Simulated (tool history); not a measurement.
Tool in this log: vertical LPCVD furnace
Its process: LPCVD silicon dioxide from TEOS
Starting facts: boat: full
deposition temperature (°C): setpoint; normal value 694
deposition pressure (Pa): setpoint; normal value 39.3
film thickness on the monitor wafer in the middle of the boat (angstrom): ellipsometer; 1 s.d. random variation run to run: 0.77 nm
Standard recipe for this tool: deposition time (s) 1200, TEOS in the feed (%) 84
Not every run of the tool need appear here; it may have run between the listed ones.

run,hour,deposition temperature (°C),deposition pressure (Pa),deposition time (s),TEOS in the feed (%),wafers since the last listed run,hours since the last temperature calibration,hours since the pressure gauge was zeroed,hours since the TEOS flow controller was replaced,hours since the gauge calibration,"read-back reference wafer on the same gauge, thickness",film thickness on the monitor wafer in the middle of the boat (angstrom)
1,0,694,39.3,1200,84,0,3934.2,3956.1,4851.2,560.3,156.04,1541
2,33.6,694,39.3,1200,76,340,3967.8,3989.7,4884.8,593.9,155.85,1471.4
3,45.8,694,39.3,1200,76,123,3980,4001.9,4897,606.1,155.8,1483.6
4,77.6,694,39.3,1200,76,321,4011.8,4033.7,4928.8,637.9,155.96,1463.2
5,110,694,39.3,1200,84,327,4044.2,4066.1,4961.2,670.3,155.9,1536.2
6,138.3,694,39.3,1200,84,286,4072.5,4094.4,4989.5,698.6,156.08,1547.3
7,150.4,694,39.3,1200,84,122,4084.6,4106.5,5001.6,710.7,155.85,1532.4
8,185.7,694,39.3,1200,71,357,4119.9,4141.8,5036.9,746,155.9,1411.5
9,205.2,694,39.3,1200,71,197,4139.4,4161.3,5056.4,765.5,155.92,1427.5
10,235.3,694,39.3,1200,71,304,4169.5,4191.4,5086.5,795.6,156.25,1412.1
11,263.3,694,39.3,1200,84,283,4197.5,4219.4,5114.5,823.6,155.89,1552
# hour 276.4: gauge calibrated
# hour 313.4: pressure gauge zeroed
12,313.9,694,39.3,1200,84,269,4248.1,0.5,5165.1,37.5,156.05,1538.9
13,318.5,694,39.3,1200,84,46,4252.7,5.1,5169.7,42.1,156.2,1547.8
# hour 344.2: thermocouples replaced and temperature profile calibrated
14,344.7,694,39.3,1200,84,22,0.5,31.3,5195.9,68.3,155.87,1541.3
15,377.6,700,43.3,1200,94,332,33.4,64.2,5228.8,101.2,156.09,1964.4
16,393,690,48.7,1200,84,155,48.8,79.6,5244.2,116.6,156.06,1550.8
17,410.2,688,39.3,1200,92,174,66,96.8,5261.4,133.8,155.92,1411.6
18,442.4,704,32.7,1200,84,325,98.2,129,5293.6,166,155.74,1777
19,458.6,694,39.3,1200,84,163,114.4,145.2,5309.8,182.2,156,1546.8
20,483.4,694,34,1200,69,250,139.2,170,5334.6,207,156.01,1288.6
21,497.4,702,39.3,1200,84,141,153.2,184,5348.6,221,155.88,1867.8
# hour 525.5: TEOS flow controller replaced
22,526,702,39.3,1200,84,46,181.8,212.6,0.5,249.6,156.05,1857.7
23,549.7,684,39.3,1590,89,239,205.5,236.3,24.2,273.3,156.22,1659.7
24,579.1,689,48.7,1530,71,297,234.9,265.7,53.6,302.7,156.21,1773.4
25,611.6,694,42,1200,84,328,267.4,298.2,86.1,335.2,155.99,1606.3
26,655.5,683,47.3,930,97,444,311.3,342.1,130,379.1,156.09,1087.7
27,674.9,684,44.7,1200,84,196,330.7,361.5,149.4,398.5,156.03,1295.9
28,705.1,686,39.3,1200,84,305,360.9,391.7,179.6,428.7,155.9,1270.4

For each entry between runs, how does the tool's hidden state at the last listed run before it compare with that at the first listed run after it?
Runs 11 to 12: gauge calibrated (hour 276.4); pressure gauge zeroed (hour 313.4)
  the hidden state is the same at both runs
Runs 13 to 14: thermocouples replaced and temperature profile calibrated (hour 344.2)
  the hidden state is the same at both runs
Runs 21 to 22: TEOS flow controller replaced (hour 525.5)
  the hidden state is the same at both runs
